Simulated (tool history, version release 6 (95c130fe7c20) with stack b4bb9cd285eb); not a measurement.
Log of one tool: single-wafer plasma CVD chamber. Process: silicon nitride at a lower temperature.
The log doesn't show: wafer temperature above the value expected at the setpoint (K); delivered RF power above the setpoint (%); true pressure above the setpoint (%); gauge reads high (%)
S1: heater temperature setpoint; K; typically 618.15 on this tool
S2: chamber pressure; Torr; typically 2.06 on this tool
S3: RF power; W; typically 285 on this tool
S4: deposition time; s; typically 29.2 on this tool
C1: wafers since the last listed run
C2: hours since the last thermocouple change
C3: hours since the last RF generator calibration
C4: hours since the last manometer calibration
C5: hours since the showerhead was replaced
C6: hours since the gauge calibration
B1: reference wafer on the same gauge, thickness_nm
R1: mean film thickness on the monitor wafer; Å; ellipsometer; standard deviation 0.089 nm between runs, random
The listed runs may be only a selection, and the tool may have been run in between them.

run	hour	S1	S2	S3	S4	C1	C2	C3	C4	C5	C6	B1	R1
1	0.0	618.15	2.06	285	29.2	0	1807.3	1293.8	11.4	7948.9	903.9	31.902	325.47
2	22.1	618.15	2.06	285	29.2	371	1829.4	1315.9	33.5	7971.0	926.0	31.883	325.20
3	37.1	618.15	2.06	285	29.2	252	1844.4	1330.9	48.5	7986.0	941.0	31.880	325.34
4	62.9	618.15	2.06	285	27.6	433	1870.2	1356.7	74.3	8011.8	966.8	31.914	306.20
5	96.4	618.15	2.06	285	27.6	563	1903.7	1390.2	107.8	8045.3	1000.3	31.895	306.02
6	119.2	618.15	1.76	285	29.2	383	1926.5	1413.0	130.6	8068.1	1023.1	31.894	311.23
7	197.3	618.15	2.06	285	29.2	1312	2004.6	1491.1	208.7	8146.2	1101.2	31.900	323.20
8	224.4	618.15	1.85	240	29.2	455	2031.7	1518.2	235.8	8173.3	1128.3	31.890	281.92
9	246.9	618.15	2.06	250	29.2	378	2054.2	1540.7	258.3	8195.8	1150.8	31.932	297.01
10	261.7	618.15	2.06	285	29.2	248	2069.0	1555.5	273.1	8210.6	1165.6	31.895	322.22
# hour 268.2: gauge calibrated
11	286.3	618.15	2.06	285	29.2	413	2093.6	1580.1	297.7	8235.2	18.1	31.916	322.88
# hour 298.3: RF generator calibrated
# hour 302.7: thermocouple changed; heater temperature recalibrated
12	381.8	618.15	1.76	285	32.7	1396	79.1	83.5	393.2	8330.7	113.6	31.882	361.42
# hour 416.1: showerhead replaced
13	416.6	611.15	2.06	285	29.2	450	113.9	118.3	428.0	0.5	148.4	31.915	335.02
14	430.8	618.15	2.06	285	29.2	238	128.1	132.5	442.2	14.7	162.6	31.909	333.77
15	443.4	618.15	2.06	285	29.2	211	140.7	145.1	454.8	27.3	175.2	31.918	334.02
16	473.8	622.15	2.06	250	29.2	511	171.1	175.5	485.2	57.7	205.6	31.882	306.53
17	507.1	618.15	2.06	285	29.2	559	204.4	208.8	518.5	91.0	238.9	31.892	332.54
18	542.6	612.15	2.06	315	33.9	596	239.9	244.3	554.0	126.5	274.4	31.889	411.22
19	562.3	618.15	2.30	285	29.2	331	259.6	264.0	573.7	146.2	294.1	31.878	341.43
20	579.3	623.15	1.68	285	29.2	285	276.6	281.0	590.7	163.2	311.1	31.887	314.47
21	610.7	627.15	2.26	285	29.2	527	308.0	312.4	622.1	194.6	342.5	31.903	339.12
22	638.3	627.15	2.06	285	29.2	463	335.6	340.0	649.7	222.2	370.1	31.891	328.79
23	720.0	622.15	2.38	265	34.8	1373	417.3	421.7	731.4	303.9	451.8	31.889	387.79
24	732.9	624.15	2.06	285	29.2	216	430.2	434.6	744.3	316.8	464.7	31.911	328.09

The next listed run, before its measurement:
25	749.4	628.15	2.06	285	29.2	277	446.7	451.1	760.8	333.3	481.2	?	?

Run 25 produced B1 31.876, R1 326.94 Å.
Without the tool's hidden state the same run would have given R1 337.88 Å.
